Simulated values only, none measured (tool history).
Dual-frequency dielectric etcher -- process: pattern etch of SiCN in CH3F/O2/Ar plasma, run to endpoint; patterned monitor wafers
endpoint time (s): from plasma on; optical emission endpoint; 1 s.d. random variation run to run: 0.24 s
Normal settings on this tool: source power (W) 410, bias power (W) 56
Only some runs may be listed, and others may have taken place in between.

run    hour  source power (W)  bias power (W)  incoming incoming film thickness, nm  endpoint time (s)
  1       0               450              56                                  9.95               25.8
  2    70.5               450              56                                  9.81               26.1
  3   115.5               450              56                                  9.76                 26
  4   154.9               410              51                                  9.86                 28
  5   191.2               410              51                                  9.93               28.7
  6   291.9               410              51                                  9.92               28.5
  7   364.6               410              56                                  9.95               28.6
  8   428.2               410              56                                  9.94               27.7
  9   517.9               310              43                                  9.92               34.2
 10   569.2               310              52                                  9.85               33.1
 11   643.9               410              66                                  9.91                 27
 12   703.5               450              60                                  9.85               26.4
 13   809.3               410              51                                  9.89               27.7
 14   854.4               310              43                                  9.95               34.4
 15   917.4               340              46                                  9.76               31.4
 16  1091.6               330              56                                  9.93               31.8

Between the runs listed above, the log contained 5 entries, not reproduced here. Where in the sequence does each belong, and how does what the log doesn't record of the tool's condition differ from the listed run before to the listed run after?
In the gap between runs 7 and 8: wet clean of the chamber (hour 399.1)
  etch rate over this chamber's usual, %: -4.08 -> -0.73
  measured value less the no-hidden-state value, endpoint time (s): +1.1 -> +0.2
In the gap between runs 8 and 9: bias power generator calibrated (hour 442.1)
  etch rate over this chamber's usual, %: -0.73 -> -1.77
  measured value less the no-hidden-state value, endpoint time (s): +0.2 -> +0.6
In the gap between runs 10 and 11: source power generator calibrated (hour 634.4); upper electrode replaced (hour 643.4)
  etch rate over this chamber's usual, %: -2.37 -> -3.24
  measured value less the no-hidden-state value, endpoint time (s): +0.8 -> +0.9
In the gap between runs 12 and 13: wet clean of the chamber (hour 804.9)
  etch rate over this chamber's usual, %: -3.93 -> -0.0594
  measured value less the no-hidden-state value, endpoint time (s): +1 -> +0
